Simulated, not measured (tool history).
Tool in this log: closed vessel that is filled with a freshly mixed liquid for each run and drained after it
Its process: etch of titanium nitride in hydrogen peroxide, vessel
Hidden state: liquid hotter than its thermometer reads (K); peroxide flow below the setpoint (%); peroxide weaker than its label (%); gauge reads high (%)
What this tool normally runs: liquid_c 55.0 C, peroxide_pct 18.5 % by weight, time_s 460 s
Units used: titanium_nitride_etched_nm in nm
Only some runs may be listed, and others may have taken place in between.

run,hour,liquid_c,peroxide_pct,time_s,wafers since the last listed run,hours since the thermometer was replaced,hours since the peroxide flow meter was replaced,hours since the drum of peroxide was connected,hours since the gauge calibration,"read-back film thickness of the titanium nitride reference wafer, read on the same gauge (nm)",titanium_nitride_etched_nm
1,0.0,51.0,18.5,460,0,2059.0,876.9,908.0,508.0,140.00,28.18
2,17.7,51.0,18.5,460,1087,2076.7,894.6,925.7,525.7,140.00,28.13
3,30.5,55.0,18.5,460,786,2089.5,907.4,938.5,538.5,139.99,37.19
# hour 32.4: new drum of peroxide connected
# hour 42.6: thermometer replaced
4,44.1,55.0,18.5,460,712,1.5,921.0,11.7,552.1,139.97,34.27
5,59.9,55.0,18.5,460,970,17.3,936.8,27.5,567.9,139.96,34.31
# hour 63.6: gauge calibrated
6,68.3,55.0,18.5,460,516,25.7,945.2,35.9,4.7,139.97,34.57
7,78.8,55.0,18.5,460,645,36.2,955.7,46.4,15.2,139.98,34.56
8,85.2,55.0,21.5,460,393,42.6,962.1,52.8,21.6,140.02,35.41
9,97.6,45.5,14.0,255,761,55.0,974.5,65.2,34.0,139.97,9.09
10,114.7,55.0,18.5,460,1050,72.1,991.6,82.3,51.1,139.97,34.60
11,131.0,55.0,18.5,460,1001,88.4,1007.9,98.6,67.4,140.01,34.45
12,145.1,55.0,18.5,460,866,102.5,1022.0,112.7,81.5,139.97,34.31
13,160.6,49.0,16.5,235,952,118.0,1037.5,128.2,97.0,139.98,11.22
14,173.3,55.0,18.5,460,780,130.7,1050.2,140.9,109.7,140.00,34.54
15,183.6,47.0,21.0,460,632,141.0,1060.5,151.2,120.0,140.03,19.96
16,190.1,51.5,21.0,230,399,147.5,1067.0,157.7,126.5,140.01,13.88
17,197.3,55.0,18.5,460,442,154.7,1074.2,164.9,133.7,140.03,34.51
18,206.0,59.0,18.5,270,534,163.4,1082.9,173.6,142.4,140.02,26.78
19,240.6,57.5,18.5,605,2125,198.0,1117.5,208.2,177.0,139.99,54.07
# hour 241.7: peroxide flow meter replaced
20,257.7,49.5,14.5,600,989,215.1,16.0,225.3,194.1,139.99,29.11
21,273.7,60.5,16.0,460,982,231.1,32.0,241.3,210.1,140.01,49.19
22,280.9,48.5,23.5,240,442,238.3,39.2,248.5,217.3,139.99,12.00
23,294.7,55.0,18.5,460,847,252.1,53.0,262.3,231.1,140.03,34.49
24,303.4,55.0,18.5,460,534,260.8,61.7,271.0,239.8,139.99,34.66
25,317.5,52.5,23.0,720,866,274.9,75.8,285.1,253.9,140.00,47.85
26,332.7,49.5,18.5,460,933,290.1,91.0,300.3,269.1,140.02,23.49
27,344.5,55.0,15.0,315,724,301.9,102.8,312.1,280.9,140.01,22.72
28,358.7,55.0,18.5,460,872,316.1,117.0,326.3,295.1,140.00,34.83

Predict each of these 5 candidate next runs independently; none follows another, all start after run 28:
A,359.5,55.0,18.5,460,49,316.9,117.8,327.1,295.9,?,?
B,359.5,45.0,21.0,325,49,316.9,117.8,327.1,295.9,?,?
C,359.5,60.5,18.5,690,49,316.9,117.8,327.1,295.9,?,?
D,359.5,60.5,18.5,460,49,316.9,117.8,327.1,295.9,?,?
E,359.5,55.0,18.5,720,49,316.9,117.8,327.1,295.9,?,?

run,"read-back film thickness of the titanium nitride reference wafer, read on the same gauge (nm)",titanium_nitride_etched_nm
A,140.01,34.63
B,140.01,12.22
C,140.01,75.83
D,140.01,50.55
E,140.01,54.20
What these runs would have given with no unlogged condition in the tool:
run,titanium_nitride_etched_nm
A,34.03
B,11.99
C,74.55
D,49.70
E,53.26
